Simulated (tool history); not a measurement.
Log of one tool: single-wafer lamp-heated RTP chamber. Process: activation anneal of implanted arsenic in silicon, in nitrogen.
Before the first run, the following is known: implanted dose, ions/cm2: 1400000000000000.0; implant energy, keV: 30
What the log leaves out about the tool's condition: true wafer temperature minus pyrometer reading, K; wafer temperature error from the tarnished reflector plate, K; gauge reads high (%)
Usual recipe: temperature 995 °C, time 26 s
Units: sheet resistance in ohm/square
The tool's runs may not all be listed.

run,hour,temperature,time,wafers since the last listed run,wafers since the last pyrometer calibration,wafers since the reflector plate was cleaned,hours since the gauge calibration,"read-back reference wafer on the same gauge, sheet resistance",sheet resistance
1,0,995,34,0,559,3022,1279.3,118.66,102.32
2,181.3,995,34,2063,2623,5085,1460.6,118.99,99.89
3,225.3,995,38,500,3124,5586,1504.6,119.14,99.92
4,250.6,995,38,287,3412,5874,1529.9,118.86,99.22
5,281.6,995,26,352,3764,6227,1560.9,118.93,101.84
6,330.1,995,26,552,4316,6779,1609.4,118.88,102
7,426.7,995,26,1099,5416,7878,1706,119.11,102.35
8,471.4,995,26,508,5925,8387,1750.7,119.09,101.73
9,497.3,995,21,294,6220,8682,1776.6,119.01,103.09
# hour 547.7: pyrometer window cleaned and pyrometer calibrated
10,548.2,995,21,488,5,9170,1827.5,118.85,105.52
11,572.2,978,30,273,278,9443,1851.5,119,106.9
12,608.3,978,30,410,689,9854,1887.6,118.83,106.3
# hour 661.9: gauge calibrated
13,667.2,995,26,670,1359,10525,5.3,118.99,103.47
14,704.6,995,26,425,1785,10950,42.7,119.21,102.56
15,758.6,995,26,614,2400,11565,96.7,119.02,102.22
16,814.8,995,26,639,3039,12205,152.9,119.08,103.07
17,849,995,26,389,3429,12594,187.1,118.8,102.12
18,919.1,995,26,797,4227,13392,257.2,118.68,103.03
# hour 949.1: reflector plate cleaned
19,949.6,1014,11,256,4483,5,287.7,118.92,105.41
20,988.8,975,16,446,4929,451,326.9,118.88,108.89
# hour 1019.2: pyrometer window cleaned and pyrometer calibrated
21,1019.7,973,32,260,5,712,357.8,118.9,107.25
22,1046.9,969,26,309,314,1021,385,119.1,110.5
23,1079.9,1010,38,375,690,1397,418,118.81,97.58
24,1113.7,1009,31,384,1075,1782,451.8,119.1,99.56
25,1169.9,966,35,639,1714,2421,508,119.22,106.54
26,1230.8,969,11,693,2408,3114,568.9,119.07,114.57
27,1410.4,1007,33,2044,4452,5159,748.5,119.21,97.49
28,1482.3,995,37,818,5270,5977,820.4,119.3,99.08
# hour 1503.6: pyrometer window cleaned and pyrometer calibrated
29,1508.5,995,26,207,55,6184,846.6,118.85,103.21
30,1544.1,995,26,405,460,6589,882.2,119.25,103.55
31,1614.6,978,30,802,1262,7392,952.7,119.03,105.44
32,1730.4,1004,37,1318,2581,8710,1068.5,118.98,97.45
33,1789.4,995,26,671,3252,9382,1127.5,118.75,102.71
34,1837.8,1018,20,550,3803,9932,1175.9,119.06,100.14
35,1888,995,26,571,4374,10504,1226.1,118.94,101.94
36,1964.6,1008,14,871,5246,11376,1302.7,119.11,103.62
37,2013,969,11,550,5797,11927,1351.1,118.86,113.74

What the log doesn't show, run by run:
wafer temperature error from the tarnished reflector plate, K: 0 on each run
gauge reads high (%): 0 on each run
H1: true wafer temperature minus pyrometer reading, K
run,H1
1,3.85
2,10
3,10.8
4,11.1
5,11.5
6,11.9
7,12.6
8,12.7
9,12.8
10,0.191
11,1.8
12,3.85
13,6.4
14,7.63
15,9
16,10
17,10.5
18,11.3
19,11.5
20,11.8
21,0.754
22,2.56
23,4.42
24,5.98
25,8
26,9.57
27,12
28,12.5
29,1.43
30,3.69
31,7.01
32,10.2
33,11.2
34,11.8
35,12.3
36,12.8
37,13
